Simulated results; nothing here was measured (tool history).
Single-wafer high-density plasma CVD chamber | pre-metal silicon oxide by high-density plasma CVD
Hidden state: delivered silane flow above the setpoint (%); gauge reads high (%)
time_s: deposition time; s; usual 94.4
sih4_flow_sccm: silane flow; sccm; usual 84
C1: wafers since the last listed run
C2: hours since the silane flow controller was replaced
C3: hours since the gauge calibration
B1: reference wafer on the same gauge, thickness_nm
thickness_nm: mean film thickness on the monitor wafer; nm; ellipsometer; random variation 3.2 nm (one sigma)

{"run": 1, "hour": 0.0, "time_s": 86.2, "sih4_flow_sccm": 84, "C1": 0, "C2": 1246.2, "C3": 720.7, "B1": 696.411, "thickness_nm": 761.515}
{"run": 2, "hour": 48.0, "time_s": 86.2, "sih4_flow_sccm": 84, "C1": 793, "C2": 1294.2, "C3": 768.7, "B1": 696.008, "thickness_nm": 767.083}
{"run": 3, "hour": 140.0, "time_s": 94.4, "sih4_flow_sccm": 84, "C1": 1521, "C2": 1386.2, "C3": 860.7, "B1": 695.502, "thickness_nm": 842.84}
{"run": 4, "hour": 243.4, "time_s": 94.4, "sih4_flow_sccm": 84, "C1": 1710, "C2": 1489.6, "C3": 964.1, "B1": 696.363, "thickness_nm": 836.742}
{"run": 5, "hour": 312.6, "time_s": 94.4, "sih4_flow_sccm": 84, "C1": 1144, "C2": 1558.8, "C3": 1033.3, "B1": 696.158, "thickness_nm": 840.099}
{"run": 6, "hour": 367.0, "time_s": 94.4, "sih4_flow_sccm": 84, "C1": 899, "C2": 1613.2, "C3": 1087.7, "B1": 696.503, "thickness_nm": 848.192}
{"run": 7, "hour": 464.2, "time_s": 85.4, "sih4_flow_sccm": 84, "C1": 1607, "C2": 1710.4, "C3": 1184.9, "B1": 696.639, "thickness_nm": 767.824}
{"run": 8, "hour": 525.4, "time_s": 85.4, "sih4_flow_sccm": 84, "C1": 1012, "C2": 1771.6, "C3": 1246.1, "B1": 696.159, "thickness_nm": 765.933}
{"hour": 527.3, "done": "gauge calibrated"}
{"run": 9, "hour": 575.6, "time_s": 94.4, "sih4_flow_sccm": 84, "C1": 830, "C2": 1821.8, "C3": 48.3, "B1": 696.513, "thickness_nm": 846.378}
{"run": 10, "hour": 654.4, "time_s": 94.4, "sih4_flow_sccm": 84, "C1": 1303, "C2": 1900.6, "C3": 127.1, "B1": 695.987, "thickness_nm": 849.092}
{"run": 11, "hour": 703.7, "time_s": 94.4, "sih4_flow_sccm": 84, "C1": 815, "C2": 1949.9, "C3": 176.4, "B1": 695.752, "thickness_nm": 843.15}
{"run": 12, "hour": 742.2, "time_s": 113, "sih4_flow_sccm": 79, "C1": 636, "C2": 1988.4, "C3": 214.9, "B1": 696.296, "thickness_nm": 971.672}
{"run": 13, "hour": 831.2, "time_s": 86.8, "sih4_flow_sccm": 84, "C1": 1472, "C2": 2077.4, "C3": 303.9, "B1": 696.268, "thickness_nm": 788.61}
{"run": 14, "hour": 914.8, "time_s": 88.3, "sih4_flow_sccm": 68, "C1": 1382, "C2": 2161, "C3": 387.5, "B1": 695.851, "thickness_nm": 677.989}
{"run": 15, "hour": 982.5, "time_s": 101.6, "sih4_flow_sccm": 78, "C1": 1119, "C2": 2228.7, "C3": 455.2, "B1": 695.525, "thickness_nm": 869.932}
{"run": 16, "hour": 1068.3, "time_s": 94.4, "sih4_flow_sccm": 84, "C1": 1419, "C2": 2314.5, "C3": 541, "B1": 696.133, "thickness_nm": 854.265}
{"hour": 1100.0, "done": "silane flow controller replaced"}
{"run": 17, "hour": 1149.1, "time_s": 78.6, "sih4_flow_sccm": 91, "C1": 1204, "C2": 49.1, "C3": 621.8, "B1": 695.657, "thickness_nm": 715.488}
{"run": 18, "hour": 1205.2, "time_s": 86, "sih4_flow_sccm": 90, "C1": 927, "C2": 105.2, "C3": 677.9, "B1": 696.694, "thickness_nm": 775.166}
{"run": 19, "hour": 1272.7, "time_s": 104.6, "sih4_flow_sccm": 73, "C1": 1116, "C2": 172.7, "C3": 745.4, "B1": 695.981, "thickness_nm": 799.949}
{"run": 20, "hour": 1353.6, "time_s": 104.6, "sih4_flow_sccm": 73, "C1": 1338, "C2": 253.6, "C3": 826.3, "B1": 696.542, "thickness_nm": 807.471}
{"run": 21, "hour": 1411.5, "time_s": 94.4, "sih4_flow_sccm": 84, "C1": 957, "C2": 311.5, "C3": 884.2, "B1": 696.134, "thickness_nm": 812.322}
{"run": 22, "hour": 1472.6, "time_s": 76.5, "sih4_flow_sccm": 101, "C1": 1010, "C2": 372.6, "C3": 945.3, "B1": 695.415, "thickness_nm": 767.459}
{"run": 23, "hour": 1514.7, "time_s": 78.6, "sih4_flow_sccm": 90, "C1": 696, "C2": 414.7, "C3": 987.4, "B1": 696.596, "thickness_nm": 721.285}

Measured less the same run without the tool's hidden state. The same run-to-run variation is in both; the gauge's scatter may not be:
run=1 thickness_nm=+24.782
run=2 thickness_nm=+25.72
run=3 thickness_nm=+29.847
run=4 thickness_nm=+31.395
run=5 thickness_nm=+32.702
run=6 thickness_nm=+33.952
run=7 thickness_nm=+32.242
run=8 thickness_nm=+33.106
run=9 thickness_nm=+37.437
run=10 thickness_nm=+38.897
run=11 thickness_nm=+39.455
run=12 thickness_nm=+46.214
run=13 thickness_nm=+38.904
run=14 thickness_nm=+34.57
run=15 thickness_nm=+45.52
run=16 thickness_nm=+46.142
run=17 thickness_nm=+0.011
run=18 thickness_nm=+0.966
run=19 thickness_nm=+2.177
run=20 thickness_nm=+3.622
run=21 thickness_nm=+4.666
run=22 thickness_nm=+5.425
run=23 thickness_nm=+5.755
